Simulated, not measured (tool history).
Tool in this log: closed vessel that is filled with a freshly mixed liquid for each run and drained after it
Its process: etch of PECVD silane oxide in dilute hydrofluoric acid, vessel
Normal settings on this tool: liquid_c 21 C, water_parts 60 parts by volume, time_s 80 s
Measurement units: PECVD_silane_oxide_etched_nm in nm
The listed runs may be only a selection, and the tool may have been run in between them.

run	hour	liquid_c	water_parts	time_s	wafers since the last listed run	hours since the thermometer was replaced	hours since the hydrofluoric acid flow meter was replaced	hours since the gauge calibration	read-back film thickness of the PECVD silane oxide reference wafer, read on the same gauge (nm)	PECVD_silane_oxide_etched_nm
1	0	21	60	80	0	2673	307.5	40.9	100	32.21
2	22.4	21	60	80	1515	2695.4	329.9	63.3	100.01	32.1
3	43.2	21	60	80	1407	2716.2	350.7	84.1	99.97	32.05
4	70.5	21	50	80	1846	2743.5	378	111.4	99.98	39.37
5	103.2	21	50	80	2212	2776.2	410.7	144.1	100	39.22
6	134.8	23.5	60	65	2137	2807.8	442.3	175.7	99.99	29.11
7	164.4	23.5	60	65	2002	2837.4	471.9	205.3	100	29.32
8	198.4	21	60	120	2300	2871.4	505.9	239.3	100	48.53
9	212.8	21	60	80	974	2885.8	520.3	253.7	100.01	32.49
10	225.9	21	60	80	886	2898.9	533.4	266.8	99.99	32.25
11	238.9	21	60	80	879	2911.9	546.4	279.8	99.99	32.43
12	265.3	21	60	80	1786	2938.3	572.8	306.2	100.02	32.49
# hour 283.9: hydrofluoric acid flow meter replaced
13	294.1	21	60	80	1880	2967.1	10.2	335	100	32.44
14	322.9	21	30	80	1948	2995.9	39	363.8	100	68.32
15	346	17.5	80	80	1562	3019	62.1	386.9	100	20.61
16	367.2	21	35	35	1434	3040.2	83.3	408.1	100	25.28
17	401	21	70	80	2286	3074	117.1	441.9	99.98	27.59
# hour 427.4: gauge calibrated
18	436.1	21	60	80	2374	3109.1	152.2	8.7	100	32.49
19	460.4	21	60	80	1643	3133.4	176.5	33	100	32.45
20	485	18.5	60	60	1664	3158	201.1	57.6	100	22.12
# hour 490.3: thermometer replaced
21	515.8	21	85	125	2016	25.5	231.9	88.4	100	31.24
22	537.4	26	60	105	1461	47.1	253.5	110	99.99	47.08
23	554.7	21	60	80	1170	64.4	270.8	127.3	99.97	29.3
24	578.8	21	40	80	1630	88.5	294.9	151.4	100	45.12
25	603.8	21	60	80	1691	113.5	319.9	176.4	100.01	29.15
26	620.6	21	60	50	1136	130.3	336.7	193.2	100.01	18.43

Forecast each of these 3 alternatives for the next run:
A	621.3	17	60	80	47	131	337.4	193.9	?	?
B	621.3	18.5	45	105	47	131	337.4	193.9	?	?
C	621.3	18	70	60	47	131	337.4	193.9	?	?

run	read-back film thickness of the PECVD silane oxide reference wafer, read on the same gauge (nm)	PECVD_silane_oxide_etched_nm
A	100.02	24.78
B	100.02	47.05
C	100.02	16.44
Stripped of hidden state, with their random variation kept, the same runs would have yielded:
run	PECVD_silane_oxide_etched_nm
A	24.46
B	46.45
C	16.23
